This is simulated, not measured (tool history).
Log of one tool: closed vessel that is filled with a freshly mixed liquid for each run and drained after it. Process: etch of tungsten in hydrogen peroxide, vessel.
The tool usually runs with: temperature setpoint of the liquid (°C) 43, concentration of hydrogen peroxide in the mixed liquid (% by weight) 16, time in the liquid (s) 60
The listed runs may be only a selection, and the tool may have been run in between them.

run,hour,temperature setpoint of the liquid (°C),concentration of hydrogen peroxide in the mixed liquid (% by weight),time in the liquid (s),wafers since the last listed run,hours since the thermometer was replaced,hours since the peroxide flow meter was replaced,hours since the drum of peroxide was connected,hours since the gauge calibration,"read-back film thickness of the tungsten reference wafer, read on the same gauge (nm)",thickness taken off the tungsten on a monitor wafer (Å)
1,0,43,16,60,0,2371.1,1573.7,24.3,568.3,110.03,800.5
2,37.6,43,16,60,4177,2408.7,1611.3,61.9,605.9,109.98,790.3
3,91.2,43,16,60,5954,2462.3,1664.9,115.5,659.5,110.06,788
4,135,43,16,60,4866,2506.1,1708.7,159.3,703.3,110.01,794.8
5,205,43,16,60,7776,2576.1,1778.7,229.3,773.3,110,781.8
6,240.6,43,16,60,3955,2611.7,1814.3,264.9,808.9,110.04,772.7
# hour 272.9: gauge calibrated
7,299.9,43,16,60,6588,2671,1873.6,324.2,27,110.01,785.6
# hour 306.7: thermometer replaced
8,335.5,52.5,16,30,3844,28.8,1909.2,359.8,62.6,110.03,859.6
9,360.9,43,16,35,2821,54.2,1934.6,385.2,88,110.05,553.8
10,427,43,16,90,7343,120.3,2000.7,451.3,154.1,109.99,1413.2
11,491.8,40,20.5,70,7199,185.1,2065.5,516.1,218.9,110.03,1031
# hour 497.1: peroxide flow meter replaced
# hour 546.2: new drum of peroxide connected
12,555.6,43,13.5,90,6865,248.9,58.5,9.4,282.7,110.01,1314.6
13,594.6,43,16,60,4332,287.9,97.5,48.4,321.7,110.01,929.4
14,624.1,43,16,60,3277,317.4,127,77.9,351.2,110,935.3
15,690.5,43,16,60,7376,383.8,193.4,144.3,417.6,109.98,937.4

Here are 3 independent what-if runs from the current tool condition. What would each one return?
A,691.2,43,16,60,77,384.5,194.1,145,418.3,?,?
B,691.2,43,18,90,77,384.5,194.1,145,418.3,?,?
C,691.2,43,12,30,77,384.5,194.1,145,418.3,?,?

run,"read-back film thickness of the tungsten reference wafer, read on the same gauge (nm)",thickness taken off the tungsten on a monitor wafer (Å)
A,110.02,934.7
B,110.02,1487.1
C,110.02,404.7
Without the tool's hidden state the same runs would have given:
run,thickness taken off the tungsten on a monitor wafer (Å)
A,971.2
B,1545.2
C,420.6

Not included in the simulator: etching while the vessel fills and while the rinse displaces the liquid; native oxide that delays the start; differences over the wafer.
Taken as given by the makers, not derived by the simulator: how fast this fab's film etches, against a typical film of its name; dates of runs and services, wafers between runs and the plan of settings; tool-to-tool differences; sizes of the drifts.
